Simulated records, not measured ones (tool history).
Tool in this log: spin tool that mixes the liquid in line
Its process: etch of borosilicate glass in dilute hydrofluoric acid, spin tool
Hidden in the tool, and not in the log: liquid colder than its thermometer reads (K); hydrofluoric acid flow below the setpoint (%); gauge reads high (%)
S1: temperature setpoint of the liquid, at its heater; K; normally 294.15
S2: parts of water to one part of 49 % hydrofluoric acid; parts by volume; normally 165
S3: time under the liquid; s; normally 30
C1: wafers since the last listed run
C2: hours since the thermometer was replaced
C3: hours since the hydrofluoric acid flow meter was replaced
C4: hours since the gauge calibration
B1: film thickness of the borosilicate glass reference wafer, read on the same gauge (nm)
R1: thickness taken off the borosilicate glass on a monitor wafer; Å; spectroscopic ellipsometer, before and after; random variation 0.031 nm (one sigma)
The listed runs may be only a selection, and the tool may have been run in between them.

run	hour	S1	S2	S3	C1	C2	C3	C4	B1	R1
1	0	294.15	150	30	0	1197.8	562.1	466.6	60.01	61.9
2	17.6	294.15	165	30	249	1215.4	579.7	484.2	59.99	55.3
3	43	294.15	165	30	360	1240.8	605.1	509.6	60.02	55.2
4	66.8	294.15	165	30	338	1264.6	628.9	533.4	59.97	54.9
5	92.5	297.15	165	35	365	1290.3	654.6	559.1	60.02	72.1
6	125.2	297.15	165	35	464	1323	687.3	591.8	59.98	71.9
7	154.2	291.15	165	30	411	1352	716.3	620.8	60.01	48.9
# hour 210.9: gauge calibrated
8	224.5	291.15	165	30	998	1422.3	786.6	13.6	60.01	48.6
9	247.1	297.15	120	30	320	1444.9	809.2	36.2	60	89.5
10	262.5	297.65	165	30	218	1460.3	824.6	51.6	59.98	62.9
11	294.3	294.15	165	30	451	1492.1	856.4	83.4	60.03	54.8
12	323.5	294.15	165	30	414	1521.3	885.6	112.6	59.99	54.5
13	344.8	292.65	165	30	302	1542.6	906.9	133.9	60.02	51
14	374.2	294.15	165	30	417	1572	936.3	163.3	59.98	54.1
15	402.6	297.65	165	20	403	1600.4	964.7	191.7	59.96	41.5
16	437.3	290.15	90	45	492	1635.1	999.4	226.4	60.02	137.8
17	458	297.15	165	35	293	1655.8	1020.1	247.1	60	71.2
18	475.7	292.15	165	15	251	1673.5	1037.8	264.8	59.99	24.9
# hour 548.5: thermometer replaced
19	576.8	294.15	220	30	1421	28.3	1138.9	365.9	59.99	38.2
20	594	294.15	165	45	244	45.5	1156.1	383.1	59.99	80.5
21	613.7	294.15	165	30	279	65.2	1175.8	402.8	59.98	53.9
22	644.6	294.15	165	30	438	96.1	1206.7	433.7	59.98	53.9
# hour 653.7: hydrofluoric acid flow meter replaced
23	662.9	296.65	165	30	245	114.4	9.2	452	60.01	63
24	675.8	298.15	115	30	183	127.3	22.1	464.9	59.98	102.2
25	692.6	294.15	165	30	238	144.1	38.9	481.7	60.05	56.9
26	717.4	294.15	165	40	352	168.9	63.7	506.5	59.95	76.2
27	735.8	294.15	165	15	261	187.3	82.1	524.9	59.99	28.5
28	752.2	297.15	230	20	232	203.7	98.5	541.3	60.01	28.1
29	777.1	294.15	165	30	353	228.6	123.4	566.2	60	56.9
# hour 779.9: gauge calibrated
30	799.9	297.15	240	20	323	251.4	146.2	20	60.04	26.8
31	828.5	290.15	185	15	406	280	174.8	48.6	59.96	21.2
32	850.6	294.15	220	35	313	302.1	196.9	70.7	60.02	46.7
33	946.7	294.15	150	30	1364	398.2	293	166.8	60.06	62.9

Some steps in R1, run to run, broken into two amounts with sign: the step expected even without the hidden condition (settings, incoming material, random variation), and the rest, left for the hidden condition together with whatever gauge scatter is not in both the measured and the hidden-condition-free result:
Run 15 -> 16: S1 297.65 -> 290.15, S2 165 -> 90, S3 20 -> 45. R1 +96.3 Å: hidden state -4.9, all else +101.2.
Run 16 -> 17: S1 290.15 -> 297.15, S2 90 -> 165, S3 45 -> 35. R1 -66.6 Å: hidden state +3.1, all else -69.7.
Run 22 -> 23: S1 294.15 -> 296.65, hydrofluoric acid flow meter replaced. R1 +9.1 Å: hidden state +3.4, all else +5.7.
Run 26 -> 27: S3 40 -> 15. R1 -47.7 Å: hidden state +0.2, all else -47.9.
